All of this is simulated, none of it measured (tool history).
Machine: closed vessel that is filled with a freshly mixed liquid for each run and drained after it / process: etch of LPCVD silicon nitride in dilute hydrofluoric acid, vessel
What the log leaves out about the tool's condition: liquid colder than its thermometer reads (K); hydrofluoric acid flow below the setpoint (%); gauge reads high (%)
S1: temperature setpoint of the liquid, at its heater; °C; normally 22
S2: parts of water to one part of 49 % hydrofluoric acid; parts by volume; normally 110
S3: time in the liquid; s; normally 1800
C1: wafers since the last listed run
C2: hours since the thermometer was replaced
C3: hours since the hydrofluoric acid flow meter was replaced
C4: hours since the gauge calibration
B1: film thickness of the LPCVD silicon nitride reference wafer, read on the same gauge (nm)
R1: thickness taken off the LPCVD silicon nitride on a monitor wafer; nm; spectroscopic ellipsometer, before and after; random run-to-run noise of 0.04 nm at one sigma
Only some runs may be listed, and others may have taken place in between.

run,hour,S1,S2,S3,C1,C2,C3,C4,B1,R1
1,0,22,110,1800,0,207.5,1147.7,2424.6,80.02,7
2,43.9,22,110,2380,1447,251.4,1191.6,2468.5,80.01,9.24
3,103.4,22,150,1800,1962,310.9,1251.1,2528,79.98,5.11
4,200.3,22,110,1800,3195,407.8,1348,2624.9,80,6.93
5,335.3,22,110,1800,4452,542.8,1483,2759.9,80.03,6.88
# hour 406.8: hydrofluoric acid flow meter replaced
6,433.4,22,110,1800,3202,640.9,26.6,2858,80.05,7.13
7,523.1,25.5,110,1800,2958,730.6,116.3,2947.7,80.02,8.92
8,570.4,25.5,110,1800,1560,777.9,163.6,2995,80.05,8.82
9,713.4,22,110,1800,4716,920.9,306.6,3138,79.99,7.07
10,749.5,19.5,70,1410,1190,957,342.7,3174.1,79.98,7.23
11,803.1,22,110,740,1767,1010.6,396.3,3227.7,80.04,2.88
12,868.5,22,130,1800,2156,1076,461.7,3293.1,80.02,5.93
13,914.3,18,150,1800,1510,1121.8,507.5,3338.9,79.98,3.93
14,1020.1,22,110,1800,3489,1227.6,613.3,3444.7,80.06,7
15,1102.1,18,75,1800,2704,1309.6,695.3,3526.7,80.06,7.63
16,1190.2,22,110,1800,2905,1397.7,783.4,3614.8,79.99,6.88
17,1282.5,17.5,125,765,3044,1490,875.7,3707.1,80.01,1.9
18,1387,22,110,1800,3446,1594.5,980.2,3811.6,79.97,6.81
19,1430,22,165,2430,1418,1637.5,1023.2,3854.6,80.01,6.19
20,1532.4,19.5,60,895,3377,1739.9,1125.6,3957,80,5.12
21,1579.5,22,110,1800,1553,1787,1172.7,4004.1,80.02,6.79
# hour 1615.7: gauge calibrated
22,1678.1,22,110,1800,3251,1885.6,1271.3,62.4,80.03,6.73
# hour 1746.4: thermometer replaced
23,1851,17.5,90,920,5669,104.6,1444.2,235.3,80.03,3.2
24,1912.5,25,125,870,2028,166.1,1505.7,296.8,79.93,3.59
25,1954.8,26.5,110,2325,1395,208.4,1548,339.1,79.98,12
# hour 2051.1: hydrofluoric acid flow meter replaced
26,2055.9,22,110,1800,3301,309.5,4.8,440.2,79.99,7.19
27,2139.3,22,75,1800,2750,392.9,88.2,523.6,80.02,10.39
28,2204.3,27,90,2240,2143,457.9,153.2,588.6,80.03,15
29,2287.8,23.5,110,1800,2753,541.4,236.7,672.1,79.97,7.82
30,2341.7,22,90,1800,1777,595.3,290.6,726,79.96,8.71
31,2413.4,22,110,1285,2364,667,362.3,797.7,79.95,5.04
32,2487.8,27,70,1800,2453,741.4,436.7,872.1,79.98,15.26

Here are 4 independent what-if runs from the current tool condition. What would each one return?
A,2489,22,110,1800,39,742.6,437.9,873.3,?,?
B,2489,22,110,2285,39,742.6,437.9,873.3,?,?
C,2489,19.5,110,950,39,742.6,437.9,873.3,?,?
D,2489,26,80,1800,39,742.6,437.9,873.3,?,?

run,B1,R1
A,79.98,6.98
B,79.98,8.87
C,79.98,3.11
D,79.98,12.46
Take away the tool's hidden state, keep each run's random variation, and the runs would have read:
run,R1
A,7.19
B,9.13
C,3.21
D,12.83
